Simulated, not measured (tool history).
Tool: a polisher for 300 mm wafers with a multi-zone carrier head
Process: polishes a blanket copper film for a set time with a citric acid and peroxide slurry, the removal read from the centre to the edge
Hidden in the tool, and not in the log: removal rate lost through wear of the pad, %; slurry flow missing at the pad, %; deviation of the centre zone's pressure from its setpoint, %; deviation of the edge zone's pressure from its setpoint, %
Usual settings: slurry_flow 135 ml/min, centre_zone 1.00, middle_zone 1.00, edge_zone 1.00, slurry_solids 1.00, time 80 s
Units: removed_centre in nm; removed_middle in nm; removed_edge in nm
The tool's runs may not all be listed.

| run | day | slurry_flow | centre_zone | middle_zone | edge_zone | slurry_solids | time | wafers since the last listed run | wafers polished on this pad | hours since the slurry nozzle was cleaned | hours since the centre zone pressure was calibrated | hours since the edge zone pressure was calibrated | hours since the carrier head's membrane was replaced | incoming thickness of the incoming film, nm | removed_centre | removed_middle | removed_edge |
|---|---|---|---|---|---|---|---|---|---|---|---|---|---|---|---|---|---|
| 1 | 0.000 | 135 | 1.00 | 1.00 | 1.00 | 1.00 | 80 | 0 | 1193 | 224.8 | 106.0 | 160.4 | 636.2 | 1188.5 | 169.6 | 166.6 | 171.0 |
| 2 | 1.504 | 135 | 1.00 | 1.00 | 1.00 | 1.00 | 80 | 478 | 1671 | 260.9 | 142.1 | 196.5 | 672.3 | 1179.2 | 163.2 | 163.0 | 169.3 |
| 3 | 2.746 | 135 | 1.00 | 1.00 | 1.00 | 1.00 | 80 | 394 | 2066 | 290.7 | 171.9 | 226.3 | 702.1 | 1190.1 | 166.4 | 166.8 | 170.1 |
|  | 3.879 | worn pad replaced by a new one |
| 4 | 5.488 | 135 | 1.00 | 1.00 | 0.93 | 1.00 | 80 | 818 | 510 | 356.5 | 237.7 | 292.1 | 767.9 | 1194.8 | 173.3 | 171.1 | 171.3 |
| 5 | 6.675 | 135 | 1.00 | 1.00 | 0.93 | 1.00 | 80 | 377 | 888 | 385.0 | 266.2 | 320.6 | 796.4 | 1179.2 | 171.4 | 168.5 | 166.9 |
| 6 | 7.796 | 135 | 1.00 | 1.00 | 1.00 | 1.00 | 80 | 356 | 1244 | 411.9 | 293.1 | 347.5 | 823.3 | 1168.3 | 166.8 | 165.9 | 169.2 |
|  | 10.712 | worn pad replaced by a new one |
| 7 | 10.733 | 135 | 1.00 | 1.00 | 1.00 | 1.00 | 80 | 881 | 6 | 482.4 | 363.6 | 418.0 | 893.8 | 1180.5 | 184.8 | 190.5 | 189.5 |
|  | 11.025 | centre zone pressure recalibrated |
| 8 | 13.008 | 135 | 0.96 | 1.00 | 0.95 | 1.00 | 105 | 696 | 703 | 537.0 | 47.6 | 472.6 | 948.4 | 1171.5 | 213.6 | 230.7 | 226.3 |
| 9 | 14.108 | 135 | 1.00 | 1.00 | 1.00 | 1.00 | 80 | 349 | 1053 | 563.4 | 74.0 | 499.0 | 974.8 | 1189.3 | 165.1 | 169.8 | 170.9 |
|  | 16.450 | edge zone pressure recalibrated |
| 10 | 16.571 | 135 | 1.00 | 1.12 | 1.00 | 1.15 | 80 | 756 | 1810 | 622.5 | 133.1 | 2.9 | 1033.9 | 1175.8 | 171.1 | 192.1 | 169.5 |
|  | 16.954 | worn pad replaced by a new one |
| 11 | 19.229 | 100 | 1.00 | 1.00 | 1.00 | 1.00 | 80 | 792 | 723 | 686.3 | 196.9 | 66.7 | 1097.7 | 1174.8 | 160.6 | 159.3 | 165.5 |
|  | 20.825 | slurry nozzle cleaned |
| 12 | 22.108 | 135 | 1.05 | 1.00 | 1.00 | 1.00 | 80 | 902 | 1625 | 30.8 | 266.0 | 135.8 | 1166.8 | 1161.5 | 169.7 | 165.7 | 167.6 |
|  | 22.767 | carrier head's membrane replaced by a new one |
| 13 | 24.188 | 135 | 1.00 | 1.00 | 1.00 | 1.00 | 80 | 594 | 2220 | 80.7 | 315.9 | 185.7 | 34.1 | 1168.3 | 167.7 | 166.1 | 167.3 |
|  | 24.512 | worn pad replaced by a new one |
|  | 24.912 | centre zone pressure recalibrated |
| 14 | 27.108 | 135 | 1.00 | 1.11 | 1.00 | 0.75 | 80 | 849 | 798 | 150.8 | 52.7 | 255.8 | 104.2 | 1175.6 | 158.4 | 175.6 | 161.8 |
|  | 31.629 | worn pad replaced by a new one |
| 15 | 33.312 | 110 | 1.00 | 1.00 | 1.00 | 1.00 | 80 | 1919 | 535 | 299.7 | 201.6 | 404.7 | 253.1 | 1192.0 | 162.3 | 163.9 | 168.5 |

Forecast each of these 5 alternatives for the next run:
| A | 33.333 | 135 | 1.00 | 1.00 | 1.00 | 1.00 | 66 | 6 | 542 | 300.2 | 202.1 | 405.2 | 253.6 | 1171.7 | ? | ? | ? |
| B | 33.333 | 135 | 1.04 | 0.90 | 1.10 | 1.00 | 99 | 6 | 542 | 300.2 | 202.1 | 405.2 | 253.6 | 1171.7 | ? | ? | ? |
| C | 33.333 | 135 | 1.00 | 0.88 | 1.00 | 1.00 | 107 | 6 | 542 | 300.2 | 202.1 | 405.2 | 253.6 | 1171.7 | ? | ? | ? |
| D | 33.333 | 135 | 1.04 | 1.00 | 1.00 | 1.00 | 101 | 6 | 542 | 300.2 | 202.1 | 405.2 | 253.6 | 1171.7 | ? | ? | ? |
| E | 33.333 | 135 | 1.00 | 1.00 | 1.04 | 1.00 | 80 | 6 | 542 | 300.2 | 202.1 | 405.2 | 253.6 | 1171.7 | ? | ? | ? |

| run | removed_centre | removed_middle | removed_edge |
|---|---|---|---|
| A | 138.7 | 139.7 | 142.9 |
| B | 216.2 | 191.7 | 225.1 |
| C | 224.6 | 203.5 | 232.1 |
| D | 220.8 | 213.7 | 218.7 |
| E | 168.1 | 169.3 | 176.6 |
Without the tool's hidden state the same runs would have given:
| run | removed_centre | removed_middle | removed_edge |
|---|---|---|---|
| A | 152.4 | 153.5 | 157.1 |
| B | 237.7 | 210.7 | 247.4 |
| C | 246.9 | 223.6 | 255.1 |
| D | 242.7 | 234.9 | 240.4 |
| E | 184.8 | 186.0 | 194.1 |
